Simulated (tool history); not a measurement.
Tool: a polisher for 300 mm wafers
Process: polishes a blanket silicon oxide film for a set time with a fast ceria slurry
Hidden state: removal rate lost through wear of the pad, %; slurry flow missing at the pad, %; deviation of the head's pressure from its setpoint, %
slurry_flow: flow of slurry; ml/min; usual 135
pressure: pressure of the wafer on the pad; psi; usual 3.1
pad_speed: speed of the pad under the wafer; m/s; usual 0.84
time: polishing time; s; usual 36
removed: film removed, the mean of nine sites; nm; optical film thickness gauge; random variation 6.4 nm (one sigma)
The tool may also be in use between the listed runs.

run	day	slurry_flow	pressure	pad_speed	time	wafers since the last listed run	wafers polished on this pad	hours since the slurry nozzle was cleaned	hours since the head pressure was calibrated	incoming thickness of the incoming film, nm	removed
1	0	135	2.5	0.84	39	0	2848	480.6	177.5	2506.7	465.4
2	1.021	135	2.5	0.84	39	432	3280	505.1	202	2478.1	458.7
# day 2.479: worn pad replaced by a new one
3	3.508	135	3.1	0.84	40	983	436	564.8	261.7	2504.4	596.4
4	4.625	135	3.1	0.84	40	473	909	591.6	288.5	2487.6	593.6
5	7.467	135	3.1	0.84	36	1204	2114	659.8	356.7	2491	529.7
# day 11.662: worn pad replaced by a new one
6	15.942	135	3.1	0.84	36	3520	1812	863.2	560.1	2522.3	546
# day 16.629: slurry nozzle cleaned
7	17.808	135	3.1	0.84	36	773	2586	28.3	604.9	2525.2	544.2
8	19.375	135	3.1	0.84	36	663	3250	65.9	642.5	2464.5	527.4
9	20.6	155	3.1	0.84	36	519	3769	95.3	671.9	2501.7	538
# day 21.204: worn pad replaced by a new one
10	23.104	155	3.9	0.84	30	990	805	155.4	732	2475.3	598.8
11	24.333	135	3.1	0.84	36	520	1326	184.9	761.5	2489.3	553.9
12	25.8	105	3.9	0.98	42	621	1947	220.1	796.7	2496.6	862.8
13	27.25	90	3.1	0.74	36	614	2562	254.9	831.5	2500.6	470.5
# day 29.312: worn pad replaced by a new one
14	30.012	135	3.1	0.84	32	1099	297	321.2	897.8	2496.7	503.6
# day 34.083: head pressure recalibrated
15	37.721	135	3.1	0.84	29	3231	3528	506.2	87.3	2486.7	405.3
# day 38.938: worn pad replaced by a new one
16	39.421	135	3.1	0.84	36	649	205	547	128.1	2471.5	524.1
17	41.154	135	3.9	0.84	36	734	939	588.6	169.7	2538.8	644.6
18	44.833	120	3.1	0.84	36	1559	2498	676.9	258	2527.5	506.2

Some steps in removed between neighbouring runs. How much of each would the tool show without its hidden state too (settings, what came in, random variation), and how much is left for the hidden state, with any gauge scatter that isn't in both results?
Run 12 -> 13: slurry_flow 105 -> 90, pressure 3.9 -> 3.1, pad_speed 0.98 -> 0.74, time 42 -> 36. removed -392.3 nm: hidden state -25.3, all else -367.
Run 14 -> 15: time 32 -> 29, head pressure recalibrated. removed -98.3 nm: hidden state -64.3, all else -34.

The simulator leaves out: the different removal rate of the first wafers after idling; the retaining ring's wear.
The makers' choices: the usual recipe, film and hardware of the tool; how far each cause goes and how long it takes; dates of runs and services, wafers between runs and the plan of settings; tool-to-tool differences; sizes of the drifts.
